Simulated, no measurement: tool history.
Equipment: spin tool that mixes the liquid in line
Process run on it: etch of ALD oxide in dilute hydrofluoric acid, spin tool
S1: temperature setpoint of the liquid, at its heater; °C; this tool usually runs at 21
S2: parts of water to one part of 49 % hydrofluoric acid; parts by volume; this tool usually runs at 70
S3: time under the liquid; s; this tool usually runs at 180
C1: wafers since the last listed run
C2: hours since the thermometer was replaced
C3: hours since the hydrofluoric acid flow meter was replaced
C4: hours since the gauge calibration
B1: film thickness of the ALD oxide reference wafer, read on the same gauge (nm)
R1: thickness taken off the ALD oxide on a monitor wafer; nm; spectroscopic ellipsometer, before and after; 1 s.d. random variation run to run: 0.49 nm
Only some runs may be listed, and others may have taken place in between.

| run | hour | S1 | S2 | S3 | C1 | C2 | C3 | C4 | B1 | R1 |
|---|---|---|---|---|---|---|---|---|---|---|
| 1 | 0 | 19.5 | 70 | 180 | 0 | 1449.7 | 1301.7 | 372.9 | 40.02 | 47.38 |
| 2 | 31.9 | 19.5 | 70 | 180 | 135 | 1481.6 | 1333.6 | 404.8 | 39.98 | 47.1 |
| 3 | 56.7 | 19.5 | 70 | 180 | 105 | 1506.4 | 1358.4 | 429.6 | 39.99 | 46.56 |
| 4 | 75 | 21 | 70 | 180 | 77 | 1524.7 | 1376.7 | 447.9 | 40 | 50.1 |
| 5 | 109.2 | 21 | 70 | 180 | 145 | 1558.9 | 1410.9 | 482.1 | 40.03 | 50.51 |
| 6 | 123.7 | 21 | 70 | 180 | 61 | 1573.4 | 1425.4 | 496.6 | 40.02 | 49.53 |
| 7 | 146.2 | 21 | 70 | 180 | 95 | 1595.9 | 1447.9 | 519.1 | 40.04 | 50.38 |
| 8 | 170.3 | 21 | 70 | 100 | 102 | 1620 | 1472 | 543.2 | 40 | 27.89 |
| 9 | 187.8 | 21 | 70 | 100 | 74 | 1637.5 | 1489.5 | 560.7 | 40 | 27.87 |
| 10 | 215.6 | 22.5 | 50 | 180 | 117 | 1665.3 | 1517.3 | 588.5 | 40.03 | 75.65 |
| 11 | 228.7 | 22.5 | 50 | 180 | 55 | 1678.4 | 1530.4 | 601.6 | 40.02 | 77.72 |
| 12 | 257.2 | 21 | 70 | 180 | 120 | 1706.9 | 1558.9 | 630.1 | 39.99 | 50.48 |
|  | 268.1 | gauge calibrated |
| 13 | 274.8 | 21 | 70 | 180 | 74 | 1724.5 | 1576.5 | 6.7 | 40.03 | 50.02 |
| 14 | 294.9 | 21 | 70 | 180 | 85 | 1744.6 | 1596.6 | 26.8 | 39.99 | 51.02 |
| 15 | 308.5 | 21 | 70 | 180 | 57 | 1758.2 | 1610.2 | 40.4 | 40.02 | 49.69 |
| 16 | 327.5 | 21 | 70 | 180 | 80 | 1777.2 | 1629.2 | 59.4 | 39.96 | 50.11 |
| 17 | 344.2 | 21 | 70 | 180 | 70 | 1793.9 | 1645.9 | 76.1 | 39.98 | 50.72 |

Run 18 comes next. What will it give?
| 18 | 373.6 | 25 | 35 | 180 | 124 | 1823.3 | 1675.3 | 105.5 | ? | ? |

{"run 18": {"B1": 39.98, "R1": 123.8}}
Were there no unlogged condition in the tool, this run, its random variation unchanged, would have produced R1 123.8 nm.

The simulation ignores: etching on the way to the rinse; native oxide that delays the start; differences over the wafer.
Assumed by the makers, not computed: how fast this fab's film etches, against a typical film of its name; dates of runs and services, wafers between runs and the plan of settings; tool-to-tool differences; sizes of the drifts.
